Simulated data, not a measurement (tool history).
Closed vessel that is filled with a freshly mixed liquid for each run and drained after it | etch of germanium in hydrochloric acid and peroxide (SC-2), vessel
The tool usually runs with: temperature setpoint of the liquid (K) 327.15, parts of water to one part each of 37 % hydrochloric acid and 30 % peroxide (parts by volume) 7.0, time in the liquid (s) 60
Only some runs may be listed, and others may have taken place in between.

run	hour	temperature setpoint of the liquid (K)	parts of water to one part each of 37 % hydrochloric acid and 30 % peroxide (parts by volume)	time in the liquid (s)	read-back film thickness of the germanium reference wafer, read on the same gauge (nm)	thickness taken off the germanium on a monitor wafer (Å)
1	0.0	333.65	9.0	60	140.02	2430.1
2	46.4	333.65	9.0	60	139.99	2401.2
3	86.9	333.65	9.0	60	140.00	2419.2
4	134.5	323.15	7.0	60	139.98	1804.0
5	221.4	327.15	7.0	80	139.99	2735.7
6	296.4	327.15	7.0	80	139.99	2708.0
7	388.7	327.15	7.0	60	139.99	2073.2
# hour 400.0: new drum of peroxide connected
# hour 581.2: chemicals flow meter replaced
# hour 590.9: thermometer replaced
8	595.1	331.65	7.0	30	139.98	1105.5
9	676.6	332.15	5.5	30	139.98	1148.7
# hour 697.6: gauge calibrated
10	732.5	327.15	7.0	85	140.02	2785.4

Predict the results of run 11:
11	795.4	321.65	9.5	70	?	?

read-back film thickness of the germanium reference wafer, read on the same gauge (nm): 140.01
thickness taken off the germanium on a monitor wafer (Å): 1897.4
With the hidden condition absent and the run-to-run variation left alone, this run would have shown thickness taken off the germanium on a monitor wafer (Å) 1866.3.
